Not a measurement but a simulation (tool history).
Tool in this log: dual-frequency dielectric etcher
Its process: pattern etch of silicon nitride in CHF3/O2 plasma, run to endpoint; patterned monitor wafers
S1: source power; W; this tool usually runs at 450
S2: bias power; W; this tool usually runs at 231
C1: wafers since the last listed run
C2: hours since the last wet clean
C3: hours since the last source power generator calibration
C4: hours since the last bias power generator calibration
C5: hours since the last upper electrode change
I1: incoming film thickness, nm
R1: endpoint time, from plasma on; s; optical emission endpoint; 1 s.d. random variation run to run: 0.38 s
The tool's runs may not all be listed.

| run | hour | S1 | S2 | C1 | C2 | C3 | C4 | C5 | I1 | R1 |
|---|---|---|---|---|---|---|---|---|---|---|
| 1 | 0.0 | 450 | 265 | 0 | 255.5 | 3861.8 | 1294.6 | 2555.7 | 92.1 | 60.0 |
|  | 70.2 | wet clean of the chamber |
| 2 | 100.4 | 450 | 265 | 861 | 30.2 | 3962.2 | 1395.0 | 2656.1 | 91.7 | 56.8 |
| 3 | 113.4 | 420 | 231 | 146 | 43.2 | 3975.2 | 1408.0 | 2669.1 | 91.8 | 61.5 |
| 4 | 133.5 | 450 | 231 | 226 | 63.3 | 3995.3 | 1428.1 | 2689.2 | 92.2 | 60.3 |
| 5 | 155.0 | 450 | 231 | 242 | 84.8 | 4016.8 | 1449.6 | 2710.7 | 91.7 | 61.0 |
| 6 | 186.0 | 450 | 231 | 349 | 115.8 | 4047.8 | 1480.6 | 2741.7 | 92.1 | 60.9 |
| 7 | 217.6 | 450 | 231 | 356 | 147.4 | 4079.4 | 1512.2 | 2773.3 | 91.7 | 61.5 |
| 8 | 241.8 | 450 | 231 | 272 | 171.6 | 4103.6 | 1536.4 | 2797.5 | 91.7 | 60.9 |
| 9 | 275.3 | 450 | 231 | 377 | 205.1 | 4137.1 | 1569.9 | 2831.0 | 92.3 | 62.6 |
| 10 | 299.7 | 450 | 231 | 275 | 229.5 | 4161.5 | 1594.3 | 2855.4 | 91.1 | 61.4 |
| 11 | 315.7 | 450 | 231 | 180 | 245.5 | 4177.5 | 1610.3 | 2871.4 | 92.1 | 62.5 |
|  | 339.4 | bias power generator calibrated |
|  | 352.1 | upper electrode replaced |
| 12 | 352.6 | 450 | 231 | 227 | 282.4 | 4214.4 | 13.2 | 0.5 | 92.6 | 62.8 |
| 13 | 368.0 | 540 | 231 | 173 | 297.8 | 4229.8 | 28.6 | 15.9 | 91.7 | 58.5 |
| 14 | 390.4 | 450 | 231 | 252 | 320.2 | 4252.2 | 51.0 | 38.3 | 91.5 | 63.0 |
|  | 409.6 | source power generator calibrated |
|  | 418.9 | wet clean of the chamber |
| 15 | 419.4 | 510 | 271 | 176 | 0.5 | 9.8 | 80.0 | 67.3 | 91.6 | 54.3 |
| 16 | 441.6 | 450 | 231 | 250 | 22.7 | 32.0 | 102.2 | 89.5 | 91.0 | 59.1 |
| 17 | 463.5 | 450 | 231 | 246 | 44.6 | 53.9 | 124.1 | 111.4 | 91.3 | 59.6 |
| 18 | 486.9 | 450 | 276 | 263 | 68.0 | 77.3 | 147.5 | 134.8 | 92.6 | 57.9 |
| 19 | 515.3 | 380 | 184 | 320 | 96.4 | 105.7 | 175.9 | 163.2 | 91.8 | 69.6 |
| 20 | 529.5 | 450 | 231 | 160 | 110.6 | 119.9 | 190.1 | 177.4 | 92.1 | 61.3 |
| 21 | 548.4 | 490 | 196 | 213 | 129.5 | 138.8 | 209.0 | 196.3 | 91.3 | 62.1 |
| 22 | 580.3 | 560 | 261 | 359 | 161.4 | 170.7 | 240.9 | 228.2 | 91.8 | 54.3 |
| 23 | 598.0 | 370 | 259 | 199 | 179.1 | 188.4 | 258.6 | 245.9 | 91.8 | 64.2 |
| 24 | 625.4 | 350 | 288 | 308 | 206.5 | 215.8 | 286.0 | 273.3 | 92.4 | 63.6 |
| 25 | 639.9 | 550 | 231 | 163 | 221.0 | 230.3 | 300.5 | 287.8 | 92.2 | 57.3 |
| 26 | 652.7 | 340 | 231 | 144 | 233.8 | 243.1 | 313.3 | 300.6 | 91.5 | 69.2 |
| 27 | 666.8 | 350 | 271 | 158 | 247.9 | 257.2 | 327.4 | 314.7 | 91.8 | 64.4 |
| 28 | 698.1 | 360 | 231 | 352 | 279.2 | 288.5 | 358.7 | 346.0 | 92.6 | 68.8 |

Expected results for the next run?
|  | 738.9 | wet clean of the chamber |
| 29 | 739.4 | 450 | 231 | 195 | 0.5 | 329.8 | 400.0 | 387.3 | 91.8 | ? |

R1: 59.7 s
Had the tool carried no hidden state, the very same run would have given R1 59.7 s.
